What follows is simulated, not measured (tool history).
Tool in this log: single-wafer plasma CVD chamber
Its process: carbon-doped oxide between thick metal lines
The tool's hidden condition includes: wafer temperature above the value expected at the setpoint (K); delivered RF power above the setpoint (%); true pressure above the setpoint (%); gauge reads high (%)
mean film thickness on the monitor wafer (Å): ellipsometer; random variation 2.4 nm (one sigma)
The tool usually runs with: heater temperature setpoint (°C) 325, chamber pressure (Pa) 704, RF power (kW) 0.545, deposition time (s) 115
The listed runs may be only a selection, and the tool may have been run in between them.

| run | day | heater temperature setpoint (°C) | chamber pressure (Pa) | RF power (kW) | deposition time (s) | wafers since the last listed run | hours since the last thermocouple change | hours since the last RF generator calibration | hours since the last manometer calibration | hours since the showerhead was replaced | hours since the gauge calibration | read-back reference wafer on the same gauge, thickness_nm | mean film thickness on the monitor wafer (Å) |
|---|---|---|---|---|---|---|---|---|---|---|---|---|---|
| 1 | 0.000 | 325 | 704 | 0.545 | 115 | 0 | 1810.0 | 382.5 | 414.6 | 6574.7 | 234.5 | 636.378 | 6779.82 |
| 2 | 1.238 | 325 | 757 | 0.545 | 115 | 353 | 1839.7 | 412.2 | 444.3 | 6604.4 | 264.2 | 635.782 | 6923.89 |
|  | 3.150 | thermocouple changed; heater temperature recalibrated |
| 3 | 3.388 | 325 | 757 | 0.545 | 115 | 518 | 5.7 | 463.8 | 495.9 | 6656.0 | 315.8 | 635.894 | 6731.92 |
| 4 | 5.046 | 325 | 757 | 0.545 | 115 | 473 | 45.5 | 503.6 | 535.7 | 6695.8 | 355.6 | 636.691 | 6755.68 |
| 5 | 6.246 | 325 | 704 | 0.545 | 115 | 342 | 74.3 | 532.4 | 564.5 | 6724.6 | 384.4 | 635.742 | 6727.68 |
| 6 | 8.250 | 325 | 704 | 0.545 | 115 | 572 | 122.4 | 580.5 | 612.6 | 6772.7 | 432.5 | 636.539 | 6724.01 |
| 7 | 9.471 | 325 | 704 | 0.545 | 124 | 348 | 151.7 | 609.8 | 641.9 | 6802.0 | 461.8 | 635.767 | 7233.51 |
| 8 | 11.058 | 325 | 797 | 0.545 | 115 | 453 | 189.8 | 647.9 | 680.0 | 6840.1 | 499.9 | 635.432 | 6881.26 |
| 9 | 12.792 | 319 | 704 | 0.625 | 115 | 495 | 231.4 | 689.5 | 721.6 | 6881.7 | 541.5 | 636.181 | 7490.58 |
| 10 | 15.062 | 325 | 704 | 0.545 | 103 | 648 | 285.9 | 744.0 | 776.1 | 6936.2 | 596.0 | 635.522 | 6065.69 |
| 11 | 16.138 | 325 | 704 | 0.545 | 115 | 307 | 311.7 | 769.8 | 801.9 | 6962.0 | 621.8 | 635.667 | 6745.06 |
| 12 | 17.829 | 320 | 784 | 0.445 | 138 | 483 | 352.3 | 810.4 | 842.5 | 7002.6 | 662.4 | 636.231 | 7236.10 |
| 13 | 20.492 | 325 | 704 | 0.545 | 115 | 760 | 416.2 | 874.3 | 906.4 | 7066.5 | 726.3 | 635.649 | 6758.89 |
|  | 21.546 | showerhead replaced |
| 14 | 22.454 | 325 | 704 | 0.545 | 115 | 465 | 463.3 | 921.4 | 953.5 | 21.8 | 773.4 | 636.121 | 6742.34 |
| 15 | 23.525 | 312 | 845 | 0.590 | 123 | 305 | 489.0 | 947.1 | 979.2 | 47.5 | 799.1 | 635.794 | 8093.52 |
| 16 | 24.542 | 325 | 704 | 0.545 | 115 | 290 | 513.4 | 971.5 | 1003.6 | 71.9 | 823.5 | 636.182 | 6755.78 |
| 17 | 26.058 | 325 | 876 | 0.450 | 104 | 433 | 549.8 | 1007.9 | 1040.0 | 108.3 | 859.9 | 635.883 | 5473.91 |
| 18 | 27.838 | 325 | 823 | 0.545 | 115 | 508 | 592.5 | 1050.6 | 1082.7 | 151.0 | 902.6 | 635.826 | 6935.41 |
| 19 | 28.929 | 325 | 704 | 0.545 | 115 | 311 | 618.7 | 1076.8 | 1108.9 | 177.2 | 928.8 | 636.308 | 6741.87 |
| 20 | 30.350 | 317 | 847 | 0.545 | 115 | 405 | 652.8 | 1110.9 | 1143.0 | 211.3 | 962.9 | 636.083 | 7072.58 |
| 21 | 32.450 | 325 | 704 | 0.585 | 136 | 599 | 703.2 | 1161.3 | 1193.4 | 261.7 | 1013.3 | 635.899 | 8315.74 |
| 22 | 33.962 | 320 | 704 | 0.510 | 115 | 432 | 739.5 | 1197.6 | 1229.7 | 298.0 | 1049.6 | 635.891 | 6608.80 |
| 23 | 35.908 | 325 | 704 | 0.545 | 115 | 555 | 786.2 | 1244.3 | 1276.4 | 344.7 | 1096.3 | 635.398 | 6702.37 |
| 24 | 37.662 | 325 | 815 | 0.545 | 115 | 501 | 828.3 | 1286.4 | 1318.5 | 386.8 | 1138.4 | 635.595 | 6903.79 |
| 25 | 40.567 | 336 | 539 | 0.545 | 121 | 829 | 898.0 | 1356.1 | 1388.2 | 456.5 | 1208.1 | 636.042 | 6513.00 |
| 26 | 42.288 | 325 | 704 | 0.545 | 115 | 491 | 939.3 | 1397.4 | 1429.5 | 497.8 | 1249.4 | 636.612 | 6696.99 |
| 27 | 45.183 | 320 | 704 | 0.510 | 115 | 827 | 1008.8 | 1466.9 | 1499.0 | 567.3 | 1318.9 | 636.293 | 6556.73 |
| 28 | 46.321 | 330 | 655 | 0.545 | 115 | 324 | 1036.1 | 1494.2 | 1526.3 | 594.6 | 1346.2 | 636.468 | 6545.89 |
| 29 | 47.796 | 338 | 804 | 0.505 | 135 | 421 | 1071.5 | 1529.6 | 1561.7 | 630.0 | 1381.6 | 636.236 | 7399.99 |

Alternative continuations, all from the tool just after run 29; predict every row:
| A | 47.812 | 325 | 704 | 0.455 | 115 | 4 | 1071.9 | 1530.0 | 1562.1 | 630.4 | 1382.0 | ? | ? |
| B | 47.812 | 325 | 576 | 0.545 | 115 | 4 | 1071.9 | 1530.0 | 1562.1 | 630.4 | 1382.0 | ? | ? |
| C | 47.812 | 319 | 847 | 0.625 | 101 | 4 | 1071.9 | 1530.0 | 1562.1 | 630.4 | 1382.0 | ? | ? |

| run | read-back reference wafer on the same gauge, thickness_nm | mean film thickness on the monitor wafer (Å) |
|---|---|---|
| A | 635.353 | 5970.34 |
| B | 635.353 | 6514.81 |
| C | 635.353 | 6788.24 |
Without the tool's hidden state the same runs would have given:
| run | mean film thickness on the monitor wafer (Å) |
|---|---|
| A | 5995.30 |
| B | 6520.95 |
| C | 6777.88 |
